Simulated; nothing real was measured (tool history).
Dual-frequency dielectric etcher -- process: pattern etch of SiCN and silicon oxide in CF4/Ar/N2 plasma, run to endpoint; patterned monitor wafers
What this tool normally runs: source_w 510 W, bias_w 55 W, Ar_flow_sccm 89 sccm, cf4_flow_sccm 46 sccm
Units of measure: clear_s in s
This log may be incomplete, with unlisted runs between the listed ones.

run	hour	source_w	bias_w	Ar_flow_sccm	cf4_flow_sccm	incoming incoming film thickness, nm	clear_s
1	0	510	46	101	46	15.77	18.8
2	47.9	510	46	101	46	15.66	18.8
# hour 153.6: source power generator calibrated
# hour 247.8: wet clean of the chamber
3	253.8	510	55	89	46	15.71	17.5
# hour 302.9: CF4 flow controller replaced
4	352.1	510	55	89	46	15.66	17
5	397.3	510	55	89	46	15.61	17
6	467.8	510	55	89	46	15.6	17.1
7	566	510	55	89	46	15.71	17.1
8	622.8	510	55	89	46	15.65	16.8
9	697.8	510	68	89	46	15.67	15.4
# hour 770.1: wet clean of the chamber
# hour 843: upper electrode replaced
10	896.6	510	55	99	46	15.88	18.1
11	944.8	510	55	89	50	15.78	17.1
12	992.4	510	55	89	46	15.82	17.4
# hour 1039.7: bias power generator calibrated
# hour 1045.3: Ar flow controller replaced
13	1045.8	560	64	77	46	15.69	14.2
14	1081.3	510	61	110	54	15.73	16.9
15	1161	510	55	89	46	15.72	16.9
16	1199.4	590	69	109	35	15.72	14.2
17	1238.2	510	55	89	46	15.79	16.8
# hour 1299.6: wet clean of the chamber
18	1300.1	460	55	89	46	15.6	20
19	1358.3	450	55	89	46	15.78	20.7
20	1429.7	510	55	89	46	15.76	17.7
21	1585.1	510	63	89	46	15.69	16.2
22	1656.5	430	55	89	55	15.56	19.8
23	1707.4	600	60	83	38	15.59	14.1
# hour 1744.3: wet clean of the chamber
24	1757.1	600	55	67	46	15.65	13.6

Branching from run 24: 4 alternative next runs. What would each branch give?
A	1757.5	510	55	89	46	15.71	?
B	1757.5	590	55	73	50	15.71	?
C	1757.5	510	55	103	46	15.71	?
D	1757.5	510	50	71	46	15.71	?

run	clear_s
A	17.5
B	14.1
C	18
D	17.3
With no hidden state in the tool, these same runs would have given:
run	clear_s
A	17.6
B	14.2
C	18.1
D	17.4

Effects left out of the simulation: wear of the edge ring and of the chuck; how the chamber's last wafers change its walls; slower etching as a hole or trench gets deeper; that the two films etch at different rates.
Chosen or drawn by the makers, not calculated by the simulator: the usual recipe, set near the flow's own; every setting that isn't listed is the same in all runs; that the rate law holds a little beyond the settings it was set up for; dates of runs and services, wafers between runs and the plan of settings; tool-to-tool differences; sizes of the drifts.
